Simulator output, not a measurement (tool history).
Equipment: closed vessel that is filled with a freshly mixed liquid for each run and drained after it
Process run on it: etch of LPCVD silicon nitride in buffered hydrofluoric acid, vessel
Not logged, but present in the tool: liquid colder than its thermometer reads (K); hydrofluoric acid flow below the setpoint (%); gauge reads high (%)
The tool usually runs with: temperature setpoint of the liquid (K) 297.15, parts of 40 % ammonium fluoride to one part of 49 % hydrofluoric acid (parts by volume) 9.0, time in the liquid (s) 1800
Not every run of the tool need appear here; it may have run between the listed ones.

run	hour	temperature setpoint of the liquid (K)	parts of 40 % ammonium fluoride to one part of 49 % hydrofluoric acid (parts by volume)	time in the liquid (s)	wafers since the last listed run	hours since the thermometer was replaced	hours since the hydrofluoric acid flow meter was replaced	hours since the gauge calibration	read-back film thickness of the LPCVD silicon nitride reference wafer, read on the same gauge (nm)	thickness taken off the LPCVD silicon nitride on a monitor wafer (angstrom)
1	0.0	297.15	6.0	2315	0	2827.7	1532.9	105.3	130.00	439.0
2	19.1	297.15	6.0	2315	710	2846.8	1552.0	124.4	130.01	437.6
3	54.7	297.15	6.0	2315	1324	2882.4	1587.6	160.0	130.01	440.0
4	83.7	297.15	9.0	1800	1078	2911.4	1616.6	189.0	130.02	232.2
5	102.8	297.15	9.0	1800	710	2930.5	1635.7	208.1	129.98	233.1
6	117.8	297.15	9.0	1800	557	2945.5	1650.7	223.1	130.01	231.6
7	133.7	297.15	9.0	1800	591	2961.4	1666.6	239.0	130.05	232.0
# hour 143.6: hydrofluoric acid flow meter replaced
8	154.8	297.15	9.0	1390	747	2982.5	11.2	260.1	130.02	192.0
# hour 173.8: gauge calibrated
9	188.4	295.65	9.0	885	1249	3016.1	44.8	14.6	130.03	112.2
# hour 210.6: thermometer replaced
10	217.5	297.15	9.0	1800	1045	6.9	73.9	43.7	129.97	247.9
11	244.7	299.65	9.0	1800	1011	34.1	101.1	70.9	129.99	284.5
12	261.7	297.15	6.0	2315	632	51.1	118.1	87.9	130.04	475.5
13	289.1	297.15	6.0	1800	1019	78.5	145.5	115.3	130.03	367.7
14	314.7	297.15	11.0	1800	952	104.1	171.1	140.9	130.01	208.5
15	335.9	297.15	9.0	1800	788	125.3	192.3	162.1	129.98	247.6

Describe how what the log doesn't record of the tool's condition differs between the last listed run preceding each entry between runs and the first listed run following it.
In the gap between runs 7 and 8: hydrofluoric acid flow meter replaced (hour 143.6)
  hydrofluoric acid flow below the setpoint (%): 11.9 -> 1.91
  measured minus no-state result, thickness taken off the LPCVD silicon nitride on a monitor wafer (angstrom): -21.0 -> -2.4
In the gap between runs 8 and 9: gauge calibrated (hour 173.8)
  hydrofluoric acid flow below the setpoint (%): 1.91 -> 2.14
  measured minus no-state result, thickness taken off the LPCVD silicon nitride on a monitor wafer (angstrom): -2.4 -> -1.6
In the gap between runs 9 and 10: thermometer replaced (hour 210.6)
  hydrofluoric acid flow below the setpoint (%): 2.14 -> 2.33
  measured minus no-state result, thickness taken off the LPCVD silicon nitride on a monitor wafer (angstrom): -1.6 -> -3.7
